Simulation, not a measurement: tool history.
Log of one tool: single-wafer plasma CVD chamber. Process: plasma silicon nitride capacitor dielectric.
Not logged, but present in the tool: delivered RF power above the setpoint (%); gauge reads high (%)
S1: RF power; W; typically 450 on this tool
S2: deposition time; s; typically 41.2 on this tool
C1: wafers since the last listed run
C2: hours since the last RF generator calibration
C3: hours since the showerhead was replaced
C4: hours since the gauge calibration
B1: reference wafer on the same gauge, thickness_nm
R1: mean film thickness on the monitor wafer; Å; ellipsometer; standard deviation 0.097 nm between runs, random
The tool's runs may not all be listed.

run 1 hour=0 | S1=450 S2=41.2 | C1=0 C2=1210.5 C3=2319.1 C4=472 | B1=60.476 | R1=600.82
run 2 hour=61.9 | S1=450 S2=41.2 | C1=2068 C2=1272.4 C3=2381 C4=533.9 | B1=60.494 | R1=599.05
run 3 hour=236.4 | S1=450 S2=41.2 | C1=5830 C2=1446.9 C3=2555.5 C4=708.4 | B1=60.487 | R1=598.46
-- hour=245.8 gauge calibrated
run 4 hour=310.9 | S1=450 S2=41.2 | C1=2489 C2=1521.4 C3=2630 C4=65.1 | B1=60.517 | R1=599.13
run 5 hour=418.8 | S1=450 S2=41.2 | C1=3605 C2=1629.3 C3=2737.9 C4=173 | B1=60.49 | R1=600.66
run 6 hour=514.3 | S1=450 S2=41.2 | C1=3190 C2=1724.8 C3=2833.4 C4=268.5 | B1=60.519 | R1=597.39
run 7 hour=555.2 | S1=450 S2=41.2 | C1=1366 C2=1765.7 C3=2874.3 C4=309.4 | B1=60.497 | R1=599.12
-- hour=597.8 showerhead replaced
run 8 hour=611.6 | S1=450 S2=41.2 | C1=1617 C2=1822.1 C3=13.8 C4=365.8 | B1=60.491 | R1=598.61
-- hour=663.3 RF generator calibrated
run 9 hour=699.5 | S1=410 S2=36.2 | C1=2669 C2=36.2 C3=101.7 C4=453.7 | B1=60.552 | R1=523.97
run 10 hour=744 | S1=450 S2=41.2 | C1=1486 C2=80.7 C3=146.2 C4=498.2 | B1=60.494 | R1=604.86
-- hour=786.4 gauge calibrated
run 11 hour=807.8 | S1=450 S2=41.2 | C1=2131 C2=144.5 C3=210 C4=21.4 | B1=60.493 | R1=603.48
run 12 hour=865.3 | S1=395 S2=35.5 | C1=1921 C2=202 C3=267.5 C4=78.9 | B1=60.522 | R1=507.77
run 13 hour=939.4 | S1=480 S2=39.1 | C1=2475 C2=276.1 C3=341.6 C4=153 | B1=60.512 | R1=580

What does the tool deliver on the next run?
run 14 hour=988.9 | S1=475 S2=36.2 | C1=1653 C2=325.6 C3=391.1 C4=202.5 | B1=? | R1=?

B1: 60.524
R1: 535.11 Å
Without the tool's hidden state the same run would have given R1 539.47 Å.
